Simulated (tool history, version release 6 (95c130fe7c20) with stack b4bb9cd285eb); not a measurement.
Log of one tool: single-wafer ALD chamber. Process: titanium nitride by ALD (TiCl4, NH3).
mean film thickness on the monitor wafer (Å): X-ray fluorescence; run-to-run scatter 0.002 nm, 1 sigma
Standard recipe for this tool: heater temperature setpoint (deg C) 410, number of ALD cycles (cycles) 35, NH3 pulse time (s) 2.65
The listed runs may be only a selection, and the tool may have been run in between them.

run	hour	heater temperature setpoint (deg C)	number of ALD cycles (cycles)	NH3 pulse time (s)	wafers since the last listed run	hours since the last thermocouple change	hours since the showerhead was replaced	hours since the gauge calibration	read-back reference wafer on the same gauge, thickness_nm	mean film thickness on the monitor wafer (Å)
1	0.0	410	35	2.65	0	801.7	3213.5	588.8	0.934	7.86
2	71.6	410	35	2.65	381	873.3	3285.1	660.4	0.933	7.87
3	134.4	410	37	2.65	334	936.1	3347.9	723.2	0.934	8.37
4	171.1	410	37	2.65	195	972.8	3384.6	759.9	0.934	8.38
5	212.7	410	35	2.65	221	1014.4	3426.2	801.5	0.935	7.88
6	239.1	410	35	2.65	140	1040.8	3452.6	827.9	0.936	7.90
7	295.6	410	35	2.65	300	1097.3	3509.1	884.4	0.935	7.89
8	343.7	410	35	2.65	255	1145.4	3557.2	932.5	0.936	7.91
9	368.7	410	35	2.65	133	1170.4	3582.2	957.5	0.937	7.86
10	414.2	410	35	2.65	242	1215.9	3627.7	1003.0	0.936	7.90
11	571.4	410	35	2.65	836	1373.1	3784.9	1160.2	0.938	7.96
# hour 593.4: thermocouple changed; heater temperature recalibrated
12	613.9	410	35	2.65	183	20.5	3827.4	1202.7	0.940	7.89
13	677.8	410	35	2.65	340	84.4	3891.3	1266.6	0.941	7.95
14	713.0	410	35	2.65	187	119.6	3926.5	1301.8	0.941	7.94
15	741.9	410	35	2.65	153	148.5	3955.4	1330.7	0.942	7.92
16	772.4	410	35	2.65	162	179.0	3985.9	1361.2	0.942	7.97
17	814.3	415	35	2.65	222	220.9	4027.8	1403.1	0.942	7.96
# hour 845.4: showerhead replaced
18	881.8	410	35	2.65	316	288.4	36.4	1470.6	0.945	7.94
19	936.9	405	35	1.60	293	343.5	91.5	1525.7	0.944	7.82
# hour 964.8: gauge calibrated
20	985.2	423	35	1.82	257	391.8	139.8	20.4	0.929	7.82
21	1028.0	400	41	2.31	227	434.6	182.6	63.2	0.930	9.13
22	1070.9	410	35	2.65	228	477.5	225.5	106.1	0.930	7.84
23	1229.7	410	35	2.65	845	636.3	384.3	264.9	0.931	7.84
24	1295.4	401	35	2.65	349	702.0	450.0	330.6	0.930	7.85
25	1366.8	410	35	2.65	379	773.4	521.4	402.0	0.931	7.85
26	1392.7	410	35	2.65	137	799.3	547.3	427.9	0.930	7.85
27	1570.2	410	35	2.65	944	976.8	724.8	605.4	0.932	7.87
28	1615.6	405	30	2.65	241	1022.2	770.2	650.8	0.933	6.73
29	1668.7	410	32	3.53	282	1075.3	823.3	703.9	0.933	7.25
# hour 1711.7: thermocouple changed; heater temperature recalibrated
30	1736.1	417	28	3.62	316	24.4	890.7	771.3	0.934	6.35
31	1807.9	410	35	2.65	382	96.2	962.5	843.1	0.934	7.86
32	1873.3	399	32	1.88	348	161.6	1027.9	908.5	0.935	7.12
33	1905.3	410	35	2.65	170	193.6	1059.9	940.5	0.934	7.87
34	1945.6	410	41	2.32	214	233.9	1100.2	980.8	0.936	9.21
35	2003.4	410	35	2.65	307	291.7	1158.0	1038.6	0.936	7.88
36	2066.0	398	41	3.39	333	354.3	1220.6	1101.2	0.937	9.33
37	2094.4	410	29	1.68	151	382.7	1249.0	1129.6	0.937	6.46
38	2121.9	423	37	1.64	146	410.2	1276.5	1157.1	0.938	8.26
39	2170.2	410	35	2.65	257	458.5	1324.8	1205.4	0.938	7.93

Describe how what the log doesn't record of the tool's condition differs between the last listed run preceding each entry between runs and the first listed run following it.
Between runs 11 and 12: thermocouple changed; heater temperature recalibrated (hour 593.4)
  gauge reads high (%): 0.628 -> 0.691
  what was measured, less what the result would be without the hidden state, mean film thickness on the monitor wafer (Å): +0.05 -> +0.06
Between runs 17 and 18: showerhead replaced (hour 845.4)
  gauge reads high (%): 1.02 -> 1.14
  what was measured, less what the result would be without the hidden state, mean film thickness on the monitor wafer (Å): +0.08 -> +0.09
Between runs 19 and 20: gauge calibrated (hour 964.8)
  gauge reads high (%): 1.25 -> -0.339
  what was measured, less what the result would be without the hidden state, mean film thickness on the monitor wafer (Å): +0.09 -> -0.02
Between runs 29 and 30: thermocouple changed; heater temperature recalibrated (hour 1711.7)
  gauge reads high (%): -0.0265 -> 0.0363
  what was measured, less what the result would be without the hidden state, mean film thickness on the monitor wafer (Å): -0.01 -> +0.00

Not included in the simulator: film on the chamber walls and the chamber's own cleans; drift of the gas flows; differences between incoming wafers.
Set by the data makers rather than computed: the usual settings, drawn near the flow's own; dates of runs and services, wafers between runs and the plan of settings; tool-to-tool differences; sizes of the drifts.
